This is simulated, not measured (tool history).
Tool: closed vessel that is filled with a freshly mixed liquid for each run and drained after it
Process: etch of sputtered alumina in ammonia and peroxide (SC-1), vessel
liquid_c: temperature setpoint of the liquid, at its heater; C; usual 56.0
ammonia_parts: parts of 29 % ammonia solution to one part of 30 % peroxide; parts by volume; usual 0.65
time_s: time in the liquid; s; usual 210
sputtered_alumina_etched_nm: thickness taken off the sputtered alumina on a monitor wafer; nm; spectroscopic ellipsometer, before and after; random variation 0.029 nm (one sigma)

run    hour  liquid_c  ammonia_parts  time_s  wafers since the last listed run  hours since the thermometer was replaced  hours since the ammonia flow meter was replaced  hours since the drum of ammonia solution was connected  hours since the gauge calibration  read-back film thickness of the sputtered alumina reference wafer, read on the same gauge (nm)  sputtered_alumina_etched_nm
  1     0.0      56.0           0.65     155                                 0                                    1021.0                                            435.7                                                     9.9                              650.1                                                                                           50.00                         8.89
  2    39.5      56.0           0.65     155                              3723                                    1060.5                                            475.2                                                    49.4                              689.6                                                                                           49.99                         8.88
  3    78.9      56.0           0.65     210                              3714                                    1099.9                                            514.6                                                    88.8                              729.0                                                                                           50.01                        12.08
  4   148.4      56.0           0.65     210                              6551                                    1169.4                                            584.1                                                   158.3                              798.5                                                                                           49.98                        12.00
  5   215.2      56.0           0.65     210                              6297                                    1236.2                                            650.9                                                   225.1                              865.3                                                                                           49.97                        11.92
  6   265.2      56.0           0.65     210                              4713                                    1286.2                                            700.9                                                   275.1                              915.3                                                                                           50.00                        11.95
  7   318.2      56.0           0.65     210                              4996                                    1339.2                                            753.9                                                   328.1                              968.3                                                                                           50.04                        11.92
  8   346.5      50.5           0.65     210                              2667                                    1367.5                                            782.2                                                   356.4                              996.6                                                                                           50.02                         8.80
  9   387.0      51.5           0.75     135                              3818                                    1408.0                                            822.7                                                   396.9                             1037.1                                                                                           50.00                         6.11
      431.3  -- new drum of ammonia solution connected
 10   433.8      56.0           0.65     210                              4317                                    1454.8                                            869.5                                                     2.5                             1083.9                                                                                           50.02                        12.02
 11   500.1      56.0           0.65     210                              6250                                    1521.1                                            935.8                                                    68.8                             1150.2                                                                                           49.98                        12.02
 12   687.2      59.0           0.40     210                             17638                                    1708.2                                           1122.9                                                   255.9                             1337.3                                                                                           49.99                        13.33
      697.1  -- thermometer replaced
      699.2  -- gauge calibrated
 13   733.6      56.0           0.85     210                              4279                                      36.5                                           1169.3                                                   302.3                               34.4                                                                                           50.00                        12.20
 14   796.2      56.0           0.65     120                              5901                                      99.1                                           1231.9                                                   364.9                               97.0                                                                                           50.01                         6.76
 15   858.3      48.0           0.40     125                              5854                                     161.2                                           1294.0                                                   427.0                              159.1                                                                                           50.00                         4.36
 16   891.4      63.5           0.65     210                              3120                                     194.3                                           1327.1                                                   460.1                              192.2                                                                                           50.03                        17.38
      902.7  -- ammonia flow meter replaced
      907.3  -- new drum of ammonia solution connected
 17   957.2      56.0           0.65     210                              6014                                     260.1                                             54.5                                                    49.9                              258.0                                                                                           50.01                        12.05
 18  1015.4      56.0           0.90     210                              5486                                     318.3                                            112.7                                                   108.1                              316.2                                                                                           50.01                        12.41
 19  1072.6      56.0           0.65     210                              5392                                     375.5                                            169.9                                                   165.3                              373.4                                                                                           50.02                        11.98
 20  1136.3      50.5           0.65     210                              6005                                     439.2                                            233.6                                                   229.0                              437.1                                                                                           49.97                         8.92
 21  1186.8      53.5           0.65     210                              4760                                     489.7                                            284.1                                                   279.5                              487.6                                                                                           49.99                        10.47
 22  1246.3      50.5           0.80     120                              5609                                     549.2                                            343.6                                                   339.0                              547.1                                                                                           49.99                         5.17
 23  1299.2      56.0           0.65     120                              4987                                     602.1                                            396.5                                                   391.9                              600.0                                                                                           50.00                         6.84
 24  1342.6      56.0           0.65     260                              4091                                     645.5                                            439.9                                                   435.3                              643.4                                                                                           50.00                        14.75
 25  1378.0      61.0           0.65     330                              3337                                     680.9                                            475.3                                                   470.7                              678.8                                                                                           49.99                        24.31
     1379.0  -- new drum of ammonia solution connected
 26  1413.2      56.0           0.65     210                              3224                                     716.1                                            510.5                                                    34.2                              714.0                                                                                           50.02                        12.05
 27  1479.4      47.5           0.50     100                              6240                                     782.3                                            576.7                                                   100.4                              780.2                                                                                           50.01                         3.50
 28  1518.1      56.0           0.65     210                              3648                                     821.0                                            615.4                                                   139.1                              818.9                                                                                           49.99                        11.99

Forecast each of these 4 alternatives for the next run:
  A  1518.8      56.0           0.55     210                                65                                     821.7                                            616.1                                                   139.8                              819.6                                                                                               ?                            ?
  B  1518.8      56.0           0.80     210                                65                                     821.7                                            616.1                                                   139.8                              819.6                                                                                               ?                            ?
  C  1518.8      56.0           0.65     140                                65                                     821.7                                            616.1                                                   139.8                              819.6                                                                                               ?                            ?
  D  1518.8      61.0           0.40     140                                65                                     821.7                                            616.1                                                   139.8                              819.6                                                                                               ?                            ?

run  read-back film thickness of the sputtered alumina reference wafer, read on the same gauge (nm)  sputtered_alumina_etched_nm
  A                                                                                           49.99                        11.77
  B                                                                                           49.99                        12.20
  C                                                                                           49.99                         7.97
  D                                                                                           49.99                         9.87
Without the tool's hidden state the same runs would have given:
run  sputtered_alumina_etched_nm
  A                        11.89
  B                        12.32
  C                         8.05
  D                         9.97

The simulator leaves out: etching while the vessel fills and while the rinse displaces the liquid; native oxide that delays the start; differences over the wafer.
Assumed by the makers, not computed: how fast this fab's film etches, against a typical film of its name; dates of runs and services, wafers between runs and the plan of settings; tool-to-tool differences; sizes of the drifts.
